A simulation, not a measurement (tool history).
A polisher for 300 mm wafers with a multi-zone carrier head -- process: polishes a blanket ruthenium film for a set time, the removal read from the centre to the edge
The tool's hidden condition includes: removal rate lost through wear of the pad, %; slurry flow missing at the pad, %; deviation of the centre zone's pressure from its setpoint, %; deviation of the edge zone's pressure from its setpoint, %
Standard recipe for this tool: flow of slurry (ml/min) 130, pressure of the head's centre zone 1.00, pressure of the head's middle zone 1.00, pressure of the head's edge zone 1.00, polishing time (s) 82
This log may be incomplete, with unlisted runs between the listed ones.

run    hour  flow of slurry (ml/min)  pressure of the head's centre zone  pressure of the head's middle zone  pressure of the head's edge zone  polishing time (s)  wafers since the last listed run  wafers polished on this pad  hours since the slurry nozzle was cleaned  hours since the centre zone pressure was calibrated  hours since the edge zone pressure was calibrated  hours since the carrier head's membrane was replaced  incoming thickness of the incoming film, nm  film removed at the wafer's centre (nm)  film removed at mid-radius (nm)  film removed at the wafer's edge (nm)
  1     0.0                      130                                1.00                                1.00                              1.00                  82                                 0                         1037                                      483.7                                                429.5                                              211.2                                                 189.5                                        478.5                                    117.6                            118.6                                  118.0
  2    43.7                      130                                1.00                                1.00                              1.00                  82                               627                         1665                                      527.4                                                473.2                                              254.9                                                 233.2                                        482.6                                    117.2                            117.2                                  115.8
  3    71.7                      130                                1.00                                1.00                              1.00                  82                               402                         2067                                      555.4                                                501.2                                              282.9                                                 261.2                                        486.2                                    118.1                            118.1                                  116.0
  4   106.3                      130                                1.00                                1.00                              1.00                  82                               496                         2564                                      590.0                                                535.8                                              317.5                                                 295.8                                        474.2                                    115.7                            118.7                                  119.6
      119.1  -- worn pad replaced by a new one
  5   159.7                      130                                1.00                                1.00                              1.00                  82                               709                          583                                      643.4                                                589.2                                              370.9                                                 349.2                                        483.6                                    116.7                            117.5                                  117.6
      164.4  -- slurry nozzle cleaned
  6   202.0                      130                                1.00                                1.00                              1.00                  82                               593                         1176                                       37.6                                                631.5                                              413.2                                                 391.5                                        477.5                                    117.3                            117.3                                  119.7
  7   230.0                      130                                1.00                                1.00                              1.00                  82                               402                         1579                                       65.6                                                659.5                                              441.2                                                 419.5                                        479.7                                    117.7                            118.1                                  119.2
  8   295.7                      130                                1.00                                1.00                              1.00                  82                               943                         2522                                      131.3                                                725.2                                              506.9                                                 485.2                                        472.7                                    117.3                            118.4                                  117.0
      316.0  -- worn pad replaced by a new one
  9   366.7                      130                                1.00                                1.00                              1.00                  82                               962                          728                                      202.3                                                796.2                                              577.9                                                 556.2                                        475.7                                    116.5                            119.1                                  115.9
 10   434.8                      130                                1.00                                1.00                              1.00                  82                               978                         1706                                      270.4                                                864.3                                              646.0                                                 624.3                                        484.7                                    116.6                            117.6                                  119.9
      456.3  -- carrier head's membrane replaced by a new one
 11   460.5                      130                                1.00                                1.00                              1.00                  82                               297                         2004                                      296.1                                                890.0                                              671.7                                                   4.2                                        476.2                                    117.0                            119.6                                  116.4
      500.3  -- worn pad replaced by a new one
 12   511.4                      130                                1.00                                1.05                              1.00                  82                               673                          159                                      347.0                                                940.9                                              722.6                                                  55.1                                        476.9                                    117.2                            124.0                                  116.9
 13   557.7                      130                                1.00                                1.00                              1.00                  82                               665                          824                                      393.3                                                987.2                                              768.9                                                 101.4                                        472.4                                    117.1                            118.4                                  115.8
      584.4  -- edge zone pressure recalibrated
 14   619.6                      130                                1.00                                1.00                              1.00                  82                               860                         1685                                      455.2                                               1049.1                                               35.2                                                 163.3                                        475.4                                    117.6                            119.0                                  118.1
 15   690.9                      130                                0.96                                1.00                              1.00                  82                              1024                         2709                                      526.5                                               1120.4                                              106.5                                                 234.6                                        490.0                                    114.0                            119.5                                  116.9
      711.7  -- worn pad replaced by a new one
      718.4  -- centre zone pressure recalibrated
 16   758.2                      115                                0.97                                0.95                              1.12                  82                               880                          638                                      593.8                                                 39.8                                              173.8                                                 301.9                                        484.6                                    108.9                            112.3                                  122.1
      786.5  -- slurry nozzle cleaned
 17   860.2                      130                                1.00                                1.04                              1.11                  57                              1450                         2089                                       73.7                                                141.8                                              275.8                                                 403.9                                        478.0                                     81.1                             84.6                                   88.4
 18   897.9                      155                                0.97                                1.12                              1.03                  82                               541                         2630                                      111.4                                                179.5                                              313.5                                                 441.6                                        487.1                                    119.0                            138.5                                  119.8
      914.5  -- worn pad replaced by a new one
 19   966.1                      130                                1.00                                1.11                              1.04                  94                               922                          740                                      179.6                                                247.7                                              381.7                                                 509.8                                        469.5                                    134.0                            151.5                                  140.0
 20  1011.6                      115                                1.00                                1.00                              1.00                  82                               653                         1394                                      225.1                                                293.2                                              427.2                                                 555.3                                        479.7                                    113.0                            116.6                                  115.6
 21  1046.7                      155                                1.00                                1.00                              1.07                  82                               504                         1898                                      260.2                                                328.3                                              462.3                                                 590.4                                        479.2                                    121.9                            124.3                                  126.8
 22  1079.8                      105                                1.00                                1.00                              1.00                  82                               475                         2374                                      293.3                                                361.4                                              495.4                                                 623.5                                        482.9                                    108.6                            113.3                                  113.5

Run-by-run hidden state of the tool:
removal rate lost through wear of the pad, %: 0 at every run
slurry flow missing at the pad, %: 0 at every run
deviation of the centre zone's pressure from its setpoint, %: 0 at every run
deviation of the edge zone's pressure from its setpoint, %: 0 at every run
